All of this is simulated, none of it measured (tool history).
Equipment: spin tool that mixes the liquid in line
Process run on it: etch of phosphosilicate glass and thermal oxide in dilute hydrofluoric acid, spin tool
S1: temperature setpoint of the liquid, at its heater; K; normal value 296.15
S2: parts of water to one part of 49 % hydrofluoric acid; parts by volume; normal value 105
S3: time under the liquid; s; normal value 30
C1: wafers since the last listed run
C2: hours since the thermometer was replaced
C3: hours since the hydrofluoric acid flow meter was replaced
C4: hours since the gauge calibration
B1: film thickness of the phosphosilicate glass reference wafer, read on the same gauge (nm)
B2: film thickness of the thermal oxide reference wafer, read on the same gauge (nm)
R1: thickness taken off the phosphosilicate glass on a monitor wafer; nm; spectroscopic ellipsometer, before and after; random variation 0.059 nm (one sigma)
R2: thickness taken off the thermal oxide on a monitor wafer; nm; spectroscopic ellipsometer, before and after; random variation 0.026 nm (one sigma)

run 1 hour=0.0 | S1=296.15 S2=105 S3=30 | C1=0 C2=1821.8 C3=987.8 C4=111.2 | B1=69.98 B2=100.012 | R1=19.10 R2=1.454
run 2 hour=18.6 | S1=296.15 S2=105 S3=30 | C1=307 C2=1840.4 C3=1006.4 C4=129.8 | B1=69.96 B2=100.011 | R1=19.30 R2=1.386
run 3 hour=48.1 | S1=296.15 S2=105 S3=30 | C1=487 C2=1869.9 C3=1035.9 C4=159.3 | B1=69.99 B2=99.973 | R1=19.31 R2=1.419
run 4 hour=77.8 | S1=296.15 S2=75 S3=30 | C1=490 C2=1899.6 C3=1065.6 C4=189.0 | B1=69.98 B2=100.014 | R1=28.16 R2=2.106
run 5 hour=95.6 | S1=296.15 S2=105 S3=30 | C1=293 C2=1917.4 C3=1083.4 C4=206.8 | B1=70.01 B2=100.021 | R1=19.47 R2=1.475
run 6 hour=112.7 | S1=296.15 S2=105 S3=30 | C1=282 C2=1934.5 C3=1100.5 C4=223.9 | B1=70.02 B2=100.025 | R1=19.50 R2=1.424
run 7 hour=126.8 | S1=296.15 S2=105 S3=30 | C1=232 C2=1948.6 C3=1114.6 C4=238.0 | B1=70.01 B2=100.018 | R1=19.34 R2=1.487
run 8 hour=158.8 | S1=296.15 S2=105 S3=30 | C1=528 C2=1980.6 C3=1146.6 C4=270.0 | B1=70.03 B2=100.035 | R1=19.59 R2=1.493
run 9 hour=184.7 | S1=296.15 S2=135 S3=30 | C1=427 C2=2006.5 C3=1172.5 C4=295.9 | B1=70.00 B2=100.019 | R1=14.72 R2=1.117
run 10 hour=213.7 | S1=296.15 S2=135 S3=30 | C1=478 C2=2035.5 C3=1201.5 C4=324.9 | B1=70.01 B2=99.963 | R1=14.81 R2=1.123
-- hour=218.4 hydrofluoric acid flow meter replaced
run 11 hour=240.9 | S1=296.15 S2=105 S3=45 | C1=432 C2=2062.7 C3=22.5 C4=352.1 | B1=69.98 B2=100.002 | R1=27.29 R2=1.949
-- hour=250.4 thermometer replaced
run 12 hour=254.9 | S1=296.15 S2=105 S3=45 | C1=214 C2=4.5 C3=36.5 C4=366.1 | B1=70.00 B2=100.038 | R1=25.03 R2=1.855
run 13 hour=269.8 | S1=293.65 S2=105 S3=40 | C1=246 C2=19.4 C3=51.4 C4=381.0 | B1=70.02 B2=100.009 | R1=20.24 R2=1.473
run 14 hour=374.6 | S1=294.15 S2=125 S3=30 | C1=1730 C2=124.2 C3=156.2 C4=485.8 | B1=70.00 B2=100.014 | R1=12.84 R2=0.969
run 15 hour=387.2 | S1=296.15 S2=105 S3=30 | C1=208 C2=136.8 C3=168.8 C4=498.4 | B1=70.02 B2=100.029 | R1=16.92 R2=1.255
run 16 hour=408.5 | S1=296.15 S2=105 S3=45 | C1=351 C2=158.1 C3=190.1 C4=519.7 | B1=70.04 B2=99.978 | R1=25.55 R2=1.903
run 17 hour=429.1 | S1=296.15 S2=105 S3=30 | C1=340 C2=178.7 C3=210.7 C4=540.3 | B1=70.00 B2=100.007 | R1=17.03 R2=1.227
-- hour=434.4 gauge calibrated
run 18 hour=461.9 | S1=299.65 S2=60 S3=15 | C1=541 C2=211.5 C3=243.5 C4=27.5 | B1=70.01 B2=99.981 | R1=18.28 R2=1.387
run 19 hour=494.6 | S1=296.15 S2=105 S3=30 | C1=540 C2=244.2 C3=276.2 C4=60.2 | B1=70.01 B2=99.954 | R1=17.19 R2=1.304
run 20 hour=515.8 | S1=296.15 S2=120 S3=45 | C1=350 C2=265.4 C3=297.4 C4=81.4 | B1=70.02 B2=99.999 | R1=22.27 R2=1.615
run 21 hour=539.6 | S1=296.15 S2=105 S3=30 | C1=393 C2=289.2 C3=321.2 C4=105.2 | B1=69.98 B2=100.007 | R1=17.32 R2=1.242
run 22 hour=561.3 | S1=300.15 S2=80 S3=50 | C1=358 C2=310.9 C3=342.9 C4=126.9 | B1=70.03 B2=100.000 | R1=45.96 R2=3.486
run 23 hour=586.5 | S1=291.15 S2=105 S3=30 | C1=416 C2=336.1 C3=368.1 C4=152.1 | B1=70.01 B2=100.001 | R1=14.17 R2=1.003
run 24 hour=602.9 | S1=296.15 S2=105 S3=15 | C1=270 C2=352.5 C3=384.5 C4=168.5 | B1=70.02 B2=99.992 | R1=8.71 R2=0.649
run 25 hour=620.9 | S1=294.15 S2=105 S3=30 | C1=297 C2=370.5 C3=402.5 C4=186.5 | B1=70.02 B2=99.999 | R1=16.17 R2=1.191

What if the next run were any one of these 5? Each begins from the tool's condition after run 25:
run A hour=621.3 | S1=296.15 S2=105 S3=30 | C1=6 C2=370.9 C3=402.9 C4=186.9 | B1=? B2=? | R1=? R2=?
run B hour=621.3 | S1=300.65 S2=65 S3=40 | C1=6 C2=370.9 C3=402.9 C4=186.9 | B1=? B2=? | R1=? R2=?
run C hour=621.3 | S1=296.15 S2=55 S3=15 | C1=6 C2=370.9 C3=402.9 C4=186.9 | B1=? B2=? | R1=? R2=?
run D hour=621.3 | S1=299.65 S2=90 S3=35 | C1=6 C2=370.9 C3=402.9 C4=186.9 | B1=? B2=? | R1=? R2=?
run E hour=621.3 | S1=296.15 S2=105 S3=20 | C1=6 C2=370.9 C3=402.9 C4=186.9 | B1=? B2=? | R1=? R2=?

run=A B1=69.96 B2=99.967 R1=17.45 R2=1.318
run=B B1=69.96 B2=99.967 R1=47.24 R2=3.569
run=C B1=69.96 B2=99.967 R1=17.70 R2=1.337
run=D B1=69.96 B2=99.967 R1=27.76 R2=2.097
run=E B1=69.96 B2=99.967 R1=11.63 R2=0.879
With the hidden condition removed and each run's random variation left untouched, the same runs would have given:
run=A R1=16.38 R2=1.237
run=B R1=44.41 R2=3.354
run=C R1=16.63 R2=1.256
run=D R1=26.08 R2=1.970
run=E R1=10.92 R2=0.825
